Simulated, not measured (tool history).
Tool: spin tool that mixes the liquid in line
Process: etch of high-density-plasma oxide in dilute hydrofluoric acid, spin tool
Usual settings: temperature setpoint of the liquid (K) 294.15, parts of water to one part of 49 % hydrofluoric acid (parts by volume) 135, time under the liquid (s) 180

| run | hour | temperature setpoint of the liquid (K) | parts of water to one part of 49 % hydrofluoric acid (parts by volume) | time under the liquid (s) | wafers since the last listed run | hours since the thermometer was replaced | hours since the hydrofluoric acid flow meter was replaced | hours since the gauge calibration | read-back film thickness of the high-density-plasma oxide reference wafer, read on the same gauge (nm) | thickness taken off the high-density-plasma oxide on a monitor wafer (angstrom) |
|---|---|---|---|---|---|---|---|---|---|---|
| 1 | 0 | 294.15 | 135 | 180 | 0 | 2003.7 | 132 | 390 | 79.98 | 75 |
| 2 | 63.3 | 294.15 | 135 | 180 | 646 | 2067 | 195.3 | 453.3 | 79.98 | 75.8 |
| 3 | 120.9 | 294.15 | 135 | 180 | 588 | 2124.6 | 252.9 | 510.9 | 79.99 | 75.5 |
| 4 | 218.9 | 294.15 | 110 | 245 | 1001 | 2222.6 | 350.9 | 608.9 | 80 | 132.6 |
| 5 | 320 | 294.15 | 135 | 235 | 1033 | 2323.7 | 452 | 710 | 79.98 | 98.9 |
|  | 355.7 | hydrofluoric acid flow meter replaced |
| 6 | 374.6 | 294.15 | 135 | 235 | 547 | 2378.3 | 18.9 | 764.6 | 79.99 | 99 |
| 7 | 457.6 | 294.15 | 135 | 235 | 848 | 2461.3 | 101.9 | 847.6 | 79.97 | 100.5 |
| 8 | 558.8 | 294.15 | 135 | 180 | 1034 | 2562.5 | 203.1 | 948.8 | 80 | 76.2 |
| 9 | 623.1 | 294.15 | 135 | 180 | 657 | 2626.8 | 267.4 | 1013.1 | 79.95 | 77.4 |
| 10 | 673.2 | 290.15 | 135 | 285 | 511 | 2676.9 | 317.5 | 1063.2 | 80.06 | 104.2 |
|  | 712.6 | gauge calibrated |
| 11 | 726.3 | 294.15 | 170 | 275 | 542 | 2730 | 370.6 | 13.7 | 79.93 | 90 |
|  | 763.8 | thermometer replaced |
| 12 | 802.2 | 297.15 | 85 | 220 | 765 | 38.4 | 446.5 | 89.6 | 80.06 | 159.7 |
|  | 809.7 | hydrofluoric acid flow meter replaced |
| 13 | 864 | 294.15 | 135 | 180 | 621 | 100.2 | 54.3 | 151.4 | 79.97 | 68.2 |
| 14 | 912.9 | 294.15 | 105 | 75 | 499 | 149.1 | 103.2 | 200.3 | 79.98 | 38.3 |
| 15 | 1013.3 | 292.15 | 135 | 130 | 1025 | 249.5 | 203.6 | 300.7 | 80.03 | 46.5 |
| 16 | 1073.4 | 294.15 | 135 | 235 | 614 | 309.6 | 263.7 | 360.8 | 79.97 | 91.1 |
| 17 | 1163.1 | 294.15 | 135 | 180 | 916 | 399.3 | 353.4 | 450.5 | 80 | 69.1 |
|  | 1211.7 | hydrofluoric acid flow meter replaced |
| 18 | 1236.5 | 290.15 | 200 | 250 | 739 | 472.7 | 24.8 | 523.9 | 80.02 | 52.2 |
| 19 | 1328.2 | 294.15 | 170 | 180 | 937 | 564.4 | 116.5 | 615.6 | 79.96 | 53.8 |

3 ways to go on from here, each from the tool as it stands after run 19. What would each give?
| A | 1328.7 | 294.15 | 135 | 180 | 5 | 564.9 | 117 | 616.1 | ? | ? |
| B | 1328.7 | 294.15 | 105 | 180 | 5 | 564.9 | 117 | 616.1 | ? | ? |
| C | 1328.7 | 294.15 | 95 | 140 | 5 | 564.9 | 117 | 616.1 | ? | ? |

| run | read-back film thickness of the high-density-plasma oxide reference wafer, read on the same gauge (nm) | thickness taken off the high-density-plasma oxide on a monitor wafer (angstrom) |
|---|---|---|
| A | 80.01 | 69.6 |
| B | 80.01 | 92.6 |
| C | 80.01 | 80.5 |
Without the tool's hidden state the same runs would have given:
| run | thickness taken off the high-density-plasma oxide on a monitor wafer (angstrom) |
|---|---|
| A | 67.8 |
| B | 90.2 |
| C | 78.4 |
